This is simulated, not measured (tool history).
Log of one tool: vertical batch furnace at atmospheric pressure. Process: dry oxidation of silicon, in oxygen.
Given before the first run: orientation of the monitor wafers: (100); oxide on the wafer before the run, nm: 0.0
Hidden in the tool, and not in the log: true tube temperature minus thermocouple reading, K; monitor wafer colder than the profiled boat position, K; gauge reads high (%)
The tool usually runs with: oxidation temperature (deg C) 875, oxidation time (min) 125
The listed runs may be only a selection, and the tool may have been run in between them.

run	day	oxidation temperature (deg C)	oxidation time (min)	wafers since the last listed run	hours since the last temperature calibration	hours since the boat lift was adjusted	hours since the gauge calibration	read-back reference wafer on the same gauge, thickness	oxide thickness on the monitor wafer (nm)
1	0	875	166.5	0	1416.5	5464.2	765.6	28.31	29.99
2	1.021	875	166.5	141	1441	5488.7	790.1	28.31	30.3
3	2.083	875	125	147	1466.5	5514.2	815.6	28.29	24.99
4	3.029	875	125	130	1489.2	5536.9	838.3	28.3	25.04
5	3.829	875	125	110	1508.4	5556.1	857.5	28.31	24.93
6	4.483	875	125	90	1524.1	5571.8	873.2	28.27	25.21
7	5.388	875	125	125	1545.8	5593.5	894.9	28.32	25.02
8	6.538	875	125	159	1573.4	5621.1	922.5	28.33	25.16
9	7.338	875	125	110	1592.6	5640.3	941.7	28.31	25.19
# day 8.462: gauge calibrated
# day 8.7: boat lift adjusted
10	8.721	875	125	53	1625.8	0.5	6.2	28.33	25.25
11	8.992	875	125	37	1632.3	7	12.7	28.29	25.21
12	9.6	875	125	84	1646.9	21.6	27.3	28.28	25.17
13	10.279	875	167.5	93	1663.2	37.9	43.6	28.33	30.58
14	11.854	875	167.5	217	1701	75.7	81.4	28.28	30.81
# day 12.954: thermocouples replaced and temperature profile calibrated
15	12.975	883	125	16	0.5	102.6	108.3	28.28	26.55
16	13.246	883	125	37	7	109.1	114.8	28.28	26.41
17	13.688	875	165.5	61	17.6	119.7	125.4	28.31	29.22
18	14.45	875	165.5	105	35.9	138	143.7	28.27	29.38
19	14.875	875	125	58	46.1	148.2	153.9	28.32	24.24
20	15.746	866	183	120	67	169.1	174.8	28.31	28.47
21	16.912	893	104.5	161	95	197.1	202.8	28.31	25.95
22	17.533	875	145.5	85	109.9	212	217.7	28.29	26.87
23	18.117	875	173.5	80	123.9	226	231.7	28.29	30.28
24	19.008	875	125	123	145.3	247.4	253.1	28.3	24.35
25	19.779	875	100.5	106	163.8	265.9	271.6	28.32	21.13
26	20.654	867	80	121	184.8	286.9	292.6	28.29	16.69
27	21.667	875	63	140	209.1	311.2	316.9	28.31	15.38
28	22.208	858	180.5	74	222.1	324.2	329.9	28.28	25.74
29	22.629	875	91	58	232.2	334.3	340	28.29	19.79
30	23.6	898	165.5	134	255.5	357.6	363.3	28.27	37.75
31	24.771	885	171	161	283.6	385.7	391.4	28.31	33.11
32	25.829	861	125	146	309	411.1	416.8	28.28	20.93
33	26.475	875	125	89	324.5	426.6	432.3	28.31	24.43
34	27.575	875	125	152	350.9	453	458.7	28.3	24.52
35	28.117	887	70.5	74	363.9	466	471.7	28.29	18.87
36	29.183	875	125	147	389.5	491.6	497.3	28.3	24.35
37	29.604	865	163.5	58	399.6	501.7	507.4	28.29	26.09
38	30.45	875	125	117	419.9	522	527.7	28.32	24.49
39	31.304	868	170.5	118	440.4	542.5	548.2	28.3	27.81
40	32.421	875	125	154	467.2	569.3	575	28.34	24.32

A few steps of oxide thickness on the monitor wafer (nm) between consecutive runs. Split each: what settings, incoming material and random variation would produce without the hidden state, and what is left over for the hidden state, along with gauge scatter present in only one of the two compared results (measured, and without hidden state):
Run 2 -> 3: oxidation time (min) 166.5 -> 125. oxide thickness on the monitor wafer (nm) -5.31: hidden state -0.16, all else -5.15.
Run 12 -> 13: oxidation time (min) 125 -> 167.5. oxide thickness on the monitor wafer (nm) +5.41: hidden state +0.29, all else +5.12.
Run 14 -> 15: oxidation temperature (deg C) 875 -> 883, oxidation time (min) 167.5 -> 125, thermocouples replaced and temperature profile calibrated. oxide thickness on the monitor wafer (nm) -4.26: hidden state -1.25, all else -3.01.
Run 27 -> 28: oxidation temperature (deg C) 875 -> 858, oxidation time (min) 63 -> 180.5. oxide thickness on the monitor wafer (nm) +10.36: hidden state +0.09, all else +10.27.
Run 29 -> 30: oxidation temperature (deg C) 875 -> 898, oxidation time (min) 91 -> 165.5. oxide thickness on the monitor wafer (nm) +17.96: hidden state +0.15, all else +17.81.
Run 31 -> 32: oxidation temperature (deg C) 885 -> 861, oxidation time (min) 171 -> 125. oxide thickness on the monitor wafer (nm) -12.18: hidden state -0.1, all else -12.08.
